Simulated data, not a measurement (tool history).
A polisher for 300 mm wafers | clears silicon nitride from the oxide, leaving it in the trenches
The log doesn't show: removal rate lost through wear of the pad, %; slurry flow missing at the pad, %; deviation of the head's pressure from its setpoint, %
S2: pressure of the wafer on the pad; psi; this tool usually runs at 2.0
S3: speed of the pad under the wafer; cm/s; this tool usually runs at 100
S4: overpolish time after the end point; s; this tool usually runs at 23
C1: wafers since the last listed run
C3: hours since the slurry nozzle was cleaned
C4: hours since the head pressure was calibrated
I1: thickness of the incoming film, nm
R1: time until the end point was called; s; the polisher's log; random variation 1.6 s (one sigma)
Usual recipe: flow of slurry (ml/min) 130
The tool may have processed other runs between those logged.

run 1 hour=0.0 | flow_of_slurry_(ml/min)=130 S2=2.0 S3=100 S4=23 | C1=0 wafers_polished_on_this_pad=4454 C3=505.6 C4=604.4 | I1=89.4 | R1=142.2
run 2 hour=50.6 | flow_of_slurry_(ml/min)=130 S2=2.0 S3=100 S4=23 | C1=279 wafers_polished_on_this_pad=4734 C3=556.2 C4=655.0 | I1=91.0 | R1=145.0
-- hour=90.5 worn pad replaced by a new one
run 3 hour=112.4 | flow_of_slurry_(ml/min)=130 S2=2.0 S3=100 S4=23 | C1=319 wafers_polished_on_this_pad=120 C3=618.0 C4=716.8 | I1=90.4 | R1=147.4
run 4 hour=197.9 | flow_of_slurry_(ml/min)=130 S2=2.0 S3=76 S4=16 | C1=472 wafers_polished_on_this_pad=593 C3=703.5 C4=802.3 | I1=89.6 | R1=175.7
run 5 hour=235.9 | flow_of_slurry_(ml/min)=130 S2=2.0 S3=76 S4=16 | C1=209 wafers_polished_on_this_pad=803 C3=741.5 C4=840.3 | I1=91.8 | R1=177.7
run 6 hour=305.6 | flow_of_slurry_(ml/min)=130 S2=2.0 S3=100 S4=23 | C1=385 wafers_polished_on_this_pad=1188 C3=811.2 C4=910.0 | I1=88.4 | R1=141.1
-- hour=377.5 slurry nozzle cleaned
run 7 hour=388.6 | flow_of_slurry_(ml/min)=130 S2=2.0 S3=100 S4=23 | C1=453 wafers_polished_on_this_pad=1641 C3=11.1 C4=993.0 | I1=88.8 | R1=141.3
run 8 hour=451.0 | flow_of_slurry_(ml/min)=130 S2=2.0 S3=100 S4=23 | C1=344 wafers_polished_on_this_pad=1986 C3=73.5 C4=1055.4 | I1=91.4 | R1=144.3
-- hour=481.1 head pressure recalibrated
run 9 hour=540.7 | flow_of_slurry_(ml/min)=130 S2=2.0 S3=100 S4=33 | C1=484 wafers_polished_on_this_pad=2470 C3=163.2 C4=59.6 | I1=89.3 | R1=125.4
run 10 hour=644.6 | flow_of_slurry_(ml/min)=130 S2=2.0 S3=100 S4=33 | C1=574 wafers_polished_on_this_pad=3045 C3=267.1 C4=163.5 | I1=89.7 | R1=134.1
run 11 hour=703.7 | flow_of_slurry_(ml/min)=130 S2=2.0 S3=100 S4=33 | C1=326 wafers_polished_on_this_pad=3371 C3=326.2 C4=222.6 | I1=89.8 | R1=134.8
run 12 hour=741.2 | flow_of_slurry_(ml/min)=130 S2=2.0 S3=100 S4=23 | C1=207 wafers_polished_on_this_pad=3578 C3=363.7 C4=260.1 | I1=89.1 | R1=136.3
run 13 hour=837.6 | flow_of_slurry_(ml/min)=130 S2=2.0 S3=70 S4=23 | C1=532 wafers_polished_on_this_pad=4111 C3=460.1 C4=356.5 | I1=91.0 | R1=184.5
run 14 hour=883.1 | flow_of_slurry_(ml/min)=130 S2=2.5 S3=112 S4=23 | C1=251 wafers_polished_on_this_pad=4362 C3=505.6 C4=402.0 | I1=90.5 | R1=103.9
run 15 hour=963.4 | flow_of_slurry_(ml/min)=130 S2=2.0 S3=100 S4=23 | C1=443 wafers_polished_on_this_pad=4806 C3=585.9 C4=482.3 | I1=90.1 | R1=140.1
-- hour=986.4 worn pad replaced by a new one
run 16 hour=1006.7 | flow_of_slurry_(ml/min)=130 S2=2.0 S3=100 S4=23 | C1=217 wafers_polished_on_this_pad=112 C3=629.2 C4=525.6 | I1=89.7 | R1=142.4
-- hour=1140.1 slurry nozzle cleaned
-- hour=1292.9 head pressure recalibrated
run 17 hour=1318.0 | flow_of_slurry_(ml/min)=165 S2=2.3 S3=136 S4=9 | C1=1703 wafers_polished_on_this_pad=1815 C3=177.9 C4=25.1 | I1=91.8 | R1=85.6
run 18 hour=1358.6 | flow_of_slurry_(ml/min)=130 S2=2.0 S3=64 S4=23 | C1=224 wafers_polished_on_this_pad=2040 C3=218.5 C4=65.7 | I1=88.5 | R1=178.6
run 19 hour=1461.0 | flow_of_slurry_(ml/min)=110 S2=2.6 S3=112 S4=29 | C1=565 wafers_polished_on_this_pad=2605 C3=320.9 C4=168.1 | I1=90.3 | R1=98.4
run 20 hour=1536.4 | flow_of_slurry_(ml/min)=165 S2=2.0 S3=88 S4=37 | C1=416 wafers_polished_on_this_pad=3022 C3=396.3 C4=243.5 | I1=90.7 | R1=146.8
run 21 hour=1589.0 | flow_of_slurry_(ml/min)=130 S2=2.0 S3=120 S4=29 | C1=290 wafers_polished_on_this_pad=3313 C3=448.9 C4=296.1 | I1=91.0 | R1=121.0
run 22 hour=1645.8 | flow_of_slurry_(ml/min)=160 S2=2.6 S3=114 S4=23 | C1=313 wafers_polished_on_this_pad=3626 C3=505.7 C4=352.9 | I1=89.8 | R1=93.0
run 23 hour=1705.5 | flow_of_slurry_(ml/min)=90 S2=1.8 S3=100 S4=28 | C1=329 wafers_polished_on_this_pad=3956 C3=565.4 C4=412.6 | I1=90.8 | R1=177.1
run 24 hour=1799.7 | flow_of_slurry_(ml/min)=130 S2=2.0 S3=100 S4=30 | C1=520 wafers_polished_on_this_pad=4477 C3=659.6 C4=506.8 | I1=90.0 | R1=144.9
run 25 hour=1837.1 | flow_of_slurry_(ml/min)=130 S2=2.5 S3=100 S4=23 | C1=206 wafers_polished_on_this_pad=4683 C3=697.0 C4=544.2 | I1=89.2 | R1=110.5
-- hour=1859.4 worn pad replaced by a new one
run 26 hour=1940.4 | flow_of_slurry_(ml/min)=130 S2=2.0 S3=100 S4=23 | C1=548 wafers_polished_on_this_pad=447 C3=800.3 C4=647.5 | I1=91.4 | R1=144.7
-- hour=2011.8 slurry nozzle cleaned
run 27 hour=2045.7 | flow_of_slurry_(ml/min)=130 S2=2.0 S3=100 S4=23 | C1=576 wafers_polished_on_this_pad=1024 C3=33.9 C4=752.8 | I1=89.7 | R1=142.4
run 28 hour=2115.9 | flow_of_slurry_(ml/min)=130 S2=2.0 S3=100 S4=23 | C1=387 wafers_polished_on_this_pad=1411 C3=104.1 C4=823.0 | I1=88.6 | R1=145.3

Expected results for the next run?
run 29 hour=2217.4 | flow_of_slurry_(ml/min)=130 S2=2.0 S3=134 S4=23 | C1=560 wafers_polished_on_this_pad=1972 C3=205.6 C4=924.5 | I1=89.3 | R1=?

R1: 114.8 s
Had the tool carried no hidden state, the very same run would have given R1 100.7 s.
